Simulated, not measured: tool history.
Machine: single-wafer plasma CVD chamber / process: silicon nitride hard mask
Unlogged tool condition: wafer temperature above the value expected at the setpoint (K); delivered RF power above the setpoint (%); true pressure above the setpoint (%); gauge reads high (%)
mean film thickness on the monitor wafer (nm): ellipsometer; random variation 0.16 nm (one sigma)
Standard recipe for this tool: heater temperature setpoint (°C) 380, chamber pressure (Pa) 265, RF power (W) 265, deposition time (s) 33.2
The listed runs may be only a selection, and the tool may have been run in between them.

run    hour  heater temperature setpoint (°C)  chamber pressure (Pa)  RF power (W)  deposition time (s)  wafers since the last listed run  hours since the last thermocouple change  hours since the last RF generator calibration  hours since the last manometer calibration  hours since the showerhead was replaced  hours since the gauge calibration  read-back reference wafer on the same gauge, thickness_nm  mean film thickness on the monitor wafer (nm)
  1     0.0                               380                    265           225                 33.2                                 0                                    1406.4                                         1848.7                                      1877.3                                   5459.8                              721.3                                                     43.849                                         34.693
  2    54.0                               380                    265           225                 33.2                              1505                                    1460.4                                         1902.7                                      1931.3                                   5513.8                              775.3                                                     43.813                                         34.908
       64.0  -- gauge calibrated
  3   123.6                               388                    265           265                 33.2                              1941                                    1530.0                                         1972.3                                      2000.9                                   5583.4                               59.6                                                     43.728                                         37.251
  4   187.8                               380                    265           265                 33.2                              1790                                    1594.2                                         2036.5                                      2065.1                                   5647.6                              123.8                                                     43.780                                         37.268
  5   222.9                               380                    265           265                 33.2                               978                                    1629.3                                         2071.6                                      2100.2                                   5682.7                              158.9                                                     43.806                                         36.993
  6   323.9                               380                    265           265                 33.2                              2816                                    1730.3                                         2172.6                                      2201.2                                   5783.7                              259.9                                                     43.838                                         37.124
  7   391.0                               380                    265           240                 33.2                              1871                                    1797.4                                         2239.7                                      2268.3                                   5850.8                              327.0                                                     43.809                                         35.671
  8   424.0                               373                    265           265                 33.2                               920                                    1830.4                                         2272.7                                      2301.3                                   5883.8                              360.0                                                     43.760                                         37.146
      457.4  -- capacitance manometer re-zeroed and calibrated
  9   482.6                               373                    265           265                 33.2                              1411                                    1889.0                                         2331.3                                        25.2                                   5942.4                              418.6                                                     43.756                                         37.295
 10   516.1                               380                    265           265                 33.2                               934                                    1922.5                                         2364.8                                        58.7                                   5975.9                              452.1                                                     43.798                                         37.256
 11   542.3                               380                    265           265                 33.2                               730                                    1948.7                                         2391.0                                        84.9                                   6002.1                              478.3                                                     43.822                                         37.137
 12   606.8                               380                    265           265                 33.2                              1798                                    2013.2                                         2455.5                                       149.4                                   6066.6                              542.8                                                     43.819                                         36.842
 13   648.8                               385                    237           265                 28.3                              1171                                    2055.2                                         2497.5                                       191.4                                   6108.6                              584.8                                                     43.847                                         30.212
 14   673.5                               387                    293           215                 28.9                               688                                    2079.9                                         2522.2                                       216.1                                   6133.3                              609.5                                                     43.792                                         30.332
      701.0  -- RF generator calibrated
 15   737.2                               380                    265           265                 33.2                              1553                                    2143.6                                           36.2                                       279.8                                   6197.0                              673.2                                                     43.755                                         38.658
 16   795.5                               380                    319           265                 28.9                              1625                                    2201.9                                           94.5                                       338.1                                   6255.3                              731.5                                                     43.752                                         35.445
      832.5  -- showerhead replaced
 17   865.6                               380                    211           250                 30.4                              1731                                    2272.0                                          164.6                                       408.2                                     33.1                              801.6                                                     43.777                                         31.234
 18   906.2                               372                    265           265                 31.3                              1132                                    2312.6                                          205.2                                       448.8                                     73.7                              842.2                                                     43.763                                         36.083
      947.9  -- gauge calibrated
      961.3  -- thermocouple changed; heater temperature recalibrated
 19   963.9                               373                    265           265                 33.2                              1386                                       2.6                                          262.9                                       506.5                                    131.4                               16.0                                                     43.843                                         38.353
 20  1026.9                               380                    325           265                 30.5                              1756                                      65.6                                          325.9                                       569.5                                    194.4                               79.0                                                     43.823                                         37.340
 21  1073.2                               380                    265           265                 33.2                              1291                                     111.9                                          372.2                                       615.8                                    240.7                              125.3                                                     43.787                                         38.156
 22  1189.2                               380                    265           265                 33.2                              3235                                     227.9                                          488.2                                       731.8                                    356.7                              241.3                                                     43.725                                         37.858
 23  1219.6                               380                    265           265                 39.3                               847                                     258.3                                          518.6                                       762.2                                    387.1                              271.7                                                     43.841                                         45.255
 24  1259.2                               380                    265           305                 33.2                              1104                                     297.9                                          558.2                                       801.8                                    426.7                              311.3                                                     43.796                                         40.414
 25  1287.7                               380                    265           265                 39.8                               794                                     326.4                                          586.7                                       830.3                                    455.2                              339.8                                                     43.811                                         45.222

Predict each of these 5 candidate next runs independently; none follows another, all start after run 25:
  A  1288.1                               380                    308           265                 33.2                                11                                     326.8                                          587.1                                       830.7                                    455.6                              340.2                                                          ?                                              ?
  B  1288.1                               373                    265           305                 26.8                                11                                     326.8                                          587.1                                       830.7                                    455.6                              340.2                                                          ?                                              ?
  C  1288.1                               380                    208           225                 33.2                                11                                     326.8                                          587.1                                       830.7                                    455.6                              340.2                                                          ?                                              ?
  D  1288.1                               369                    265           220                 30.0                                11                                     326.8                                          587.1                                       830.7                                    455.6                              340.2                                                          ?                                              ?
  E  1288.1                               374                    265           265                 33.2                                11                                     326.8                                          587.1                                       830.7                                    455.6                              340.2                                                          ?                                              ?

run  read-back reference wafer on the same gauge, thickness_nm  mean film thickness on the monitor wafer (nm)
  A                                                     43.771                                         39.666
  B                                                     43.771                                         32.658
  C                                                     43.771                                         31.866
  D                                                     43.771                                         31.532
  E                                                     43.771                                         37.849
The same runs, with their run-to-run variation unchanged, on a tool lacking any hidden condition would have given:
run  mean film thickness on the monitor wafer (nm)
  A                                         40.685
  B                                         33.464
  C                                         32.687
  D                                         32.361
  E                                         38.821

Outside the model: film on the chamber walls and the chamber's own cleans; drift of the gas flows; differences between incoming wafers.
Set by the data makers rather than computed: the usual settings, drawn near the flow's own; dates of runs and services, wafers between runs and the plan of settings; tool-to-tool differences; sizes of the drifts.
